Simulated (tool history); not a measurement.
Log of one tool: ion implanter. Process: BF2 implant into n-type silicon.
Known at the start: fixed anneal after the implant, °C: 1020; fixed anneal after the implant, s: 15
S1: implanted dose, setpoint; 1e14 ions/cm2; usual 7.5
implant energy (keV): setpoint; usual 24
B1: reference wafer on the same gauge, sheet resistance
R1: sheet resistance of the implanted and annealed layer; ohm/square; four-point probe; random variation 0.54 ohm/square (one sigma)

run 1 day=0 | S1=7.5 implant_energy_(keV)=24 | B1=177.88 | R1=197.33
run 2 day=0.846 | S1=7.5 implant_energy_(keV)=24 | B1=177.95 | R1=196.61
run 3 day=2.017 | S1=7.5 implant_energy_(keV)=24 | B1=178.09 | R1=197.05
run 4 day=2.662 | S1=8.71 implant_energy_(keV)=24 | B1=177.95 | R1=182.04
run 5 day=3.871 | S1=7.5 implant_energy_(keV)=24 | B1=178.04 | R1=198.09
run 6 day=4.667 | S1=7.5 implant_energy_(keV)=24 | B1=178.01 | R1=198.35
run 7 day=5.946 | S1=7.5 implant_energy_(keV)=24 | B1=177.95 | R1=199.09
run 8 day=6.658 | S1=7.5 implant_energy_(keV)=24 | B1=178.09 | R1=197.73
run 9 day=7.554 | S1=7.5 implant_energy_(keV)=24 | B1=177.96 | R1=198.46
-- day=8.375 extraction supply calibrated
run 10 day=8.729 | S1=7.5 implant_energy_(keV)=24 | B1=177.99 | R1=197.86
run 11 day=9.546 | S1=7.5 implant_energy_(keV)=29 | B1=178 | R1=188.94
run 12 day=12.633 | S1=7.5 implant_energy_(keV)=24 | B1=177.98 | R1=199.46
-- day=13.55 Faraday cup replaced and dose calibrated
run 13 day=13.988 | S1=7.5 implant_energy_(keV)=24 | B1=178.05 | R1=196.08
run 14 day=14.558 | S1=7.5 implant_energy_(keV)=24 | B1=177.96 | R1=194.91
-- day=14.958 gauge calibrated
run 15 day=15.683 | S1=6.78 implant_energy_(keV)=19 | B1=178.03 | R1=221.83
run 16 day=16.738 | S1=6.89 implant_energy_(keV)=28.5 | B1=177.98 | R1=196.53
run 17 day=17.971 | S1=8.54 implant_energy_(keV)=29 | B1=178.01 | R1=171.52
run 18 day=19.3 | S1=8.55 implant_energy_(keV)=21 | B1=177.88 | R1=191.16
run 19 day=20.521 | S1=7.5 implant_energy_(keV)=30 | B1=178.07 | R1=183.5
run 20 day=21.675 | S1=9.54 implant_energy_(keV)=28.5 | B1=177.99 | R1=161.67

4 ways to go on from here, each from the tool as it stands after run 20. What would each give?
run A day=21.692 | S1=8.85 implant_energy_(keV)=24 | B1=? | R1=?
run B day=21.692 | S1=7.5 implant_energy_(keV)=21.5 | B1=? | R1=?
run C day=21.692 | S1=9.1 implant_energy_(keV)=26.5 | B1=? | R1=?
run D day=21.692 | S1=6.43 implant_energy_(keV)=30 | B1=? | R1=?

run=A B1=178.03 R1=179.5
run=B B1=178.03 R1=202.85
run=C B1=178.03 R1=170.99
run=D B1=178.03 R1=204.75
Without the tool's hidden state the same runs would have given:
run=A R1=179.74
run=B R1=203.16
run=C R1=171.23
run=D R1=205.16

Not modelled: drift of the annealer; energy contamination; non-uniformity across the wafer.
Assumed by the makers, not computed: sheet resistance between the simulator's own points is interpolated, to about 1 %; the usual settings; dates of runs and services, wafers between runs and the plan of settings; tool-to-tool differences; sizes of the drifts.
